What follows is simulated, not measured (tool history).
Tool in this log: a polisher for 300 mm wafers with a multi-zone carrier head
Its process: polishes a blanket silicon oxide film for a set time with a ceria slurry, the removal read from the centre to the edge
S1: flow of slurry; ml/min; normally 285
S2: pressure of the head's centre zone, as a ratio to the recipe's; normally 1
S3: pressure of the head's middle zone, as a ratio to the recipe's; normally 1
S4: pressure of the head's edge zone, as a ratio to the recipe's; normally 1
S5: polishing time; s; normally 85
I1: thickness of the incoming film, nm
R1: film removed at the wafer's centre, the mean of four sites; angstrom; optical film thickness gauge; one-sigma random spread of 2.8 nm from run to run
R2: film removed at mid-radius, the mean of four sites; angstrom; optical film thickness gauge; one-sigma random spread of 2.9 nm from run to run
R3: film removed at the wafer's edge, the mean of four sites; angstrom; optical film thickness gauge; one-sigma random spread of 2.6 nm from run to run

Run 1, hour 0: usual settings; I1 1192.7. Result: R1 2067 angstrom, R2 1967 angstrom, R3 2058 angstrom.
At hour 46.8: worn pad replaced by a new one.
Run 2, hour 83.2: usual settings; I1 1200.9. Result: R1 1981 angstrom, R2 2028 angstrom, R3 2032 angstrom.
Run 3, hour 151.7: usual settings; I1 1196.7. Result: R1 2035 angstrom, R2 1966 angstrom, R3 2030 angstrom.
At hour 160.7: slurry nozzle cleaned.
Run 4, hour 211.1: usual settings; I1 1200. Result: R1 2050 angstrom, R2 2036 angstrom, R3 2040 angstrom.
Run 5, hour 253.6: usual settings but S5 103 s; I1 1185.4. Result: R1 2449 angstrom, R2 2440 angstrom, R3 2473 angstrom.
At hour 327.9: worn pad replaced by a new one.
Run 6, hour 351.8: usual settings but S4 0.93; I1 1194.2. Result: R1 2024 angstrom, R2 2039 angstrom, R3 1994 angstrom.
Run 7, hour 392.4: usual settings but S4 0.93; I1 1206.6. Result: R1 2032 angstrom, R2 2038 angstrom, R3 2010 angstrom.
Run 8, hour 494: usual settings but S2 1.05; I1 1182.8. Result: R1 2154 angstrom, R2 2001 angstrom, R3 2033 angstrom.
At hour 607.9: worn pad replaced by a new one.
Run 9, hour 622.3: usual settings but S2 1.1, S3 1.08, S4 1.08; I1 1202.2. Result: R1 2273 angstrom, R2 2184 angstrom, R3 2078 angstrom.
At hour 694.2: slurry nozzle cleaned.
Run 10, hour 723.6: usual settings but S2 1.08; I1 1188.5. Result: R1 2201 angstrom, R2 2028 angstrom, R3 2037 angstrom.
Run 11, hour 793.6: usual settings but S1 185 ml/min, S2 0.92, S3 0.92; I1 1176.3. Result: R1 1739 angstrom, R2 1694 angstrom, R3 1934 angstrom.
At hour 798.1: edge zone pressure recalibrated.
At hour 835.9: worn pad replaced by a new one.
Run 12, hour 861.6: usual settings; I1 1198.6. Result: R1 2046 angstrom, R2 2026 angstrom, R3 2096 angstrom.
At hour 896.6: centre zone pressure recalibrated.
Run 13, hour 919.8: usual settings but S1 360 ml/min; I1 1219.2. Result: R1 2133 angstrom, R2 2066 angstrom, R3 2102 angstrom.
At hour 929.5: carrier head's membrane replaced by a new one.
At hour 1070: worn pad replaced by a new one.
Run 14, hour 1158.8: usual settings but S1 205 ml/min, S2 0.95, S3 1.05, S5 110 s; I1 1213.2. Result: R1 2361 angstrom, R2 2560 angstrom, R3 2553 angstrom.
Run 15, hour 1254.7: usual settings but S1 310 ml/min, S2 0.94, S5 106 s; I1 1213.1. Result: R1 2418 angstrom, R2 2476 angstrom, R3 2549 angstrom.
At hour 1315.4: worn pad replaced by a new one.
Run 16, hour 1317.9: usual settings but S5 60 s; I1 1198.4. Result: R1 1455 angstrom, R2 1438 angstrom, R3 1421 angstrom.

Consider 4 possible next runs. They are alternatives, not a sequence: every one starts from the tool as it was left by run 16. What does each give?
Run A, hour 1318.3: usual settings; I1 1185.7. Result: R1 ?, R2 ?, R3 ?.
Run B, hour 1318.3: usual settings but S3 1.11; I1 1185.7. Result: R1 ?, R2 ?, R3 ?.
Run C, hour 1318.3: usual settings but S1 375 ml/min, S3 0.93, S4 0.93, S5 114 s; I1 1185.7. Result: R1 ?, R2 ?, R3 ?.
Run D, hour 1318.3: usual settings but S4 0.95; I1 1185.7. Result: R1 ?, R2 ?, R3 ?.

run    R1    R2    R3
  A  2084  2044  2060
  B  2086  2234  2056
  C  2877  2649  2760
  D  2084  2044  2027
With the hidden condition removed and each run's random variation left untouched, the same runs would have given:
run    R1    R2    R3
  A  2084  2044  2060
  B  2086  2234  2056
  C  2877  2649  2760
  D  2084  2044  2027

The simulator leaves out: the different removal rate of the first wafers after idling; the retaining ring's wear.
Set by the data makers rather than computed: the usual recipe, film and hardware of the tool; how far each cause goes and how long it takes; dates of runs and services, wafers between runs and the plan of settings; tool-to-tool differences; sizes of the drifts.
